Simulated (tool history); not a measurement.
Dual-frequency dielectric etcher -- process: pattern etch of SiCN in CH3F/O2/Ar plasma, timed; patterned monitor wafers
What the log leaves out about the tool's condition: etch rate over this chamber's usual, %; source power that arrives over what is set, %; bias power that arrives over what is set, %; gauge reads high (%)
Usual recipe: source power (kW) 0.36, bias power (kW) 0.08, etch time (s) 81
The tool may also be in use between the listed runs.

run     day  source power (kW)  bias power (kW)  etch time (s)  wafers since the last listed run  hours since the last wet clean  hours since the last source power generator calibration  hours since the last bias power generator calibration  hours since the last upper electrode change  hours since the gauge calibration  read-back reference wafer on the same gauge, depth_nm  mean etch depth across the wafer (angstrom)
  1       0               0.36             0.08             81                                 0                           115.3                                                     3227                                                 3322.4                                       3292.2                              176.5                                                     26                                        310.9
  2   1.708               0.36             0.08           92.5                               393                           156.3                                                     3268                                                 3363.4                                       3333.2                              217.5                                                  25.98                                        353.8
  3   3.154               0.38             0.08             81                               333                             191                                                   3302.7                                                 3398.1                                       3367.9                              252.2                                                  26.01                                        313.3
  4   4.779               0.36             0.08             81                               374                             230                                                   3341.7                                                 3437.1                                       3406.9                              291.2                                                     26                                        306.7
  5   6.908               0.36             0.08             81                               490                           281.1                                                   3392.8                                                 3488.2                                         3458                              342.3                                                     26                                        306.9
      9.096  -- wet clean of the chamber
  6   9.721               0.36             0.08             81                               417                              15                                                   3460.3                                                 3555.7                                       3525.5                              409.8                                                  26.01                                        301.8
  7  10.879               0.33             0.08             81                               266                            42.8                                                   3488.1                                                 3583.5                                       3553.3                              437.6                                                  25.98                                        292.1
  8  12.979               0.36             0.08             81                               483                            93.2                                                   3538.5                                                 3633.9                                       3603.7                                488                                                     26                                        296.5
     14.342  -- upper electrode replaced
     14.346  -- bias power generator calibrated
  9  15.821               0.36             0.08             81                               423                           161.4                                                   3606.7                                                   35.4                                         35.5                              556.2                                                  25.98                                        297.6
 10  17.971               0.36             0.08             81                               495                             213                                                   3658.3                                                     87                                         87.1                              607.8                                                  26.01                                          297
 11  19.783               0.36             0.08             81                               417                           256.5                                                   3701.8                                                  130.5                                        130.6                              651.3                                                  25.97                                        294.9
 12  21.025               0.36             0.08             81                               286                           286.3                                                   3731.6                                                  160.3                                        160.4                              681.1                                                  26.02                                        293.4
     22.933  -- source power generator calibrated
     24.204  -- wet clean of the chamber, repeated, since the last time left the tool worse
 13  24.225               0.36             0.08             81                               468                             0.5                                                       31                                                  237.1                                        237.2                              757.9                                                  25.97                                        313.5
 14  25.521               0.36            0.069             81                               298                            31.6                                                     62.1                                                  268.2                                        268.3                                789                                                  25.99                                        295.2
     26.971  -- gauge calibrated
 15  27.371               0.36             0.08           97.5                               426                              76                                                    106.5                                                  312.6                                        312.7                                9.6                                                     26                                        373.6
 16  29.004               0.42             0.08             81                               376                           115.2                                                    145.7                                                  351.8                                        351.9                               48.8                                                  26.02                                        325.6
 17  30.442               0.32            0.074             81                               331                           149.7                                                    180.2                                                  386.3                                        386.4                               83.3                                                  25.99                                        289.8
 18  33.142               0.42            0.063            105                               622                           214.5                                                      245                                                  451.1                                        451.2                              148.1                                                  26.02                                        381.9
 19  35.417               0.36             0.08             89                               524                           269.1                                                    299.6                                                  505.7                                        505.8                              202.7                                                     26                                        337.6
 20  37.354               0.39             0.08             81                               446                           315.6                                                    346.1                                                  552.2                                        552.3                              249.2                                                  25.99                                        314.7
     39.183  -- wet clean of the chamber
 21  39.254               0.36             0.08             81                               207                             1.7                                                    391.7                                                  597.8                                        597.9                              294.8                                                  26.02                                        314.3
 22  41.779               0.28            0.087          103.5                               581                            62.3                                                    452.3                                                  658.4                                        658.5                              355.4                                                  25.99                                        385.3
 23  43.121               0.36            0.061             81                               309                            94.5                                                    484.5                                                  690.6                                        690.7                              387.6                                                     26                                        276.8
 24  44.746               0.32            0.073             66                               374                           133.5                                                    523.5                                                  729.6                                        729.7                              426.6                                                  26.05                                        234.4
 25  46.642               0.32            0.064           60.5                               436                             179                                                      569                                                  775.1                                        775.2                              472.1                                                     26                                        203.5
 26  47.992               0.42             0.08           73.5                               311                           211.4                                                    601.4                                                  807.5                                        807.6                              504.5                                                  26.04                                        294.2
 27   49.65               0.36             0.08             81                               382                           251.2                                                    641.2                                                  847.3                                        847.4                              544.3                                                  25.99                                        303.2
 28  51.946               0.36             0.08             81                               529                           306.3                                                    696.3                                                  902.4                                        902.5                              599.4                                                     26                                        305.6
     53.254  -- wet clean of the chamber
 29  53.658               0.27            0.067             81                               164                             9.7                                                    737.4                                                  943.5                                        943.6                              640.5                                                  25.99                                        267.6
 30  55.175               0.45             0.08             81                               349                            46.1                                                    773.8                                                  979.9                                          980                              676.9                                                  25.99                                        331.8

Predict each of these 4 candidate next runs independently; none follows another, all start after run 30:
  A  55.192               0.36             0.08             81                                 3                            46.5                                                    774.2                                                  980.3                                        980.4                              677.3                                                      ?                                            ?
  B  55.192               0.36             0.08             57                                 3                            46.5                                                    774.2                                                  980.3                                        980.4                              677.3                                                      ?                                            ?
  C  55.192               0.36            0.066             81                                 3                            46.5                                                    774.2                                                  980.3                                        980.4                              677.3                                                      ?                                            ?
  D  55.192               0.36            0.065           95.5                                 3                            46.5                                                    774.2                                                  980.3                                        980.4                              677.3                                                      ?                                            ?

run  read-back reference wafer on the same gauge, depth_nm  mean etch depth across the wafer (angstrom)
  A                                                  25.97                                          315
  B                                                  25.97                                        221.7
  C                                                  25.97                                        291.3
  D                                                  25.97                                        341.4
Take away the tool's hidden state, keep each run's random variation, and the runs would have read:
run  mean etch depth across the wafer (angstrom)
  A                                        315.9
  B                                        222.3
  C                                        292.1
  D                                        342.3

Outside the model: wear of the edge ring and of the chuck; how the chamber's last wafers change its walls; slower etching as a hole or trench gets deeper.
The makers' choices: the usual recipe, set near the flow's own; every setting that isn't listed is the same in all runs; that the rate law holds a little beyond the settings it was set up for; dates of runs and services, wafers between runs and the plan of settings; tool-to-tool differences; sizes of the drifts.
